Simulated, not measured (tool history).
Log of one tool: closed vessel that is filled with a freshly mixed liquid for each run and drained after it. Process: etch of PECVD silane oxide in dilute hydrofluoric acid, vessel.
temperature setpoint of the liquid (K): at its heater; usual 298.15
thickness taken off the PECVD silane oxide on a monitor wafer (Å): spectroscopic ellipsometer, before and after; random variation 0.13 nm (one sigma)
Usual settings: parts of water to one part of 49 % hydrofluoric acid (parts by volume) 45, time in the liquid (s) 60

run	hour	temperature setpoint of the liquid (K)	parts of water to one part of 49 % hydrofluoric acid (parts by volume)	time in the liquid (s)	read-back film thickness of the PECVD silane oxide reference wafer, read on the same gauge (nm)	thickness taken off the PECVD silane oxide on a monitor wafer (Å)
1	0.0	298.15	45	60	40.03	296.3
2	14.7	298.15	45	60	39.99	292.6
3	31.0	298.15	45	60	39.97	295.1
4	48.1	298.15	45	60	40.02	292.2
5	62.1	298.15	35	60	39.97	382.2
6	71.0	298.15	35	60	39.98	383.0
7	83.6	298.15	35	60	40.01	381.1
8	95.9	298.15	45	60	40.01	292.6
9	105.2	298.15	45	60	40.03	292.2
10	111.6	298.15	60	60	39.95	214.4
# hour 125.6: thermometer replaced
11	129.3	298.15	60	60	40.00	241.3
12	141.2	298.15	60	60	40.00	241.3
13	148.5	298.15	45	60	39.96	329.4
14	162.3	298.15	45	60	40.01	330.5
15	174.7	298.15	45	45	40.00	245.2
16	182.3	295.65	45	60	40.01	296.3
17	196.8	298.15	45	60	39.98	327.3
18	206.5	298.15	65	75	39.99	276.6
19	224.4	293.15	25	50	40.01	410.0
20	235.3	294.15	45	35	40.05	160.8
21	248.7	294.15	55	60	40.01	223.8
22	260.3	300.15	35	50	40.04	386.9
# hour 268.4: hydrofluoric acid flow meter replaced
23	274.6	296.65	45	60	39.98	305.7
# hour 282.2: gauge calibrated
24	291.0	298.15	45	60	39.98	328.2
25	303.4	301.65	45	45	40.01	281.4
26	320.9	298.15	45	60	39.95	326.2
27	327.6	295.65	25	80	39.99	722.1
28	342.5	293.15	30	40	39.99	266.6
29	353.9	294.15	45	60	40.02	274.8
30	361.6	293.15	25	80	40.00	644.2
31	378.0	298.15	55	60	40.02	261.1
32	391.6	295.65	30	60	39.99	442.7
33	399.1	298.15	45	60	40.02	325.5

Forecast each of these 3 alternatives for the next run:
A	399.8	298.15	45	60	?	?
B	399.8	296.65	45	80	?	?
C	399.8	295.15	60	45	?	?

run	read-back film thickness of the PECVD silane oxide reference wafer, read on the same gauge (nm)	thickness taken off the PECVD silane oxide on a monitor wafer (Å)
A	39.99	324.0
B	39.99	406.0
C	39.99	157.9
Without the tool's hidden state the same runs would have given:
run	thickness taken off the PECVD silane oxide on a monitor wafer (Å)
A	333.4
B	417.8
C	162.5
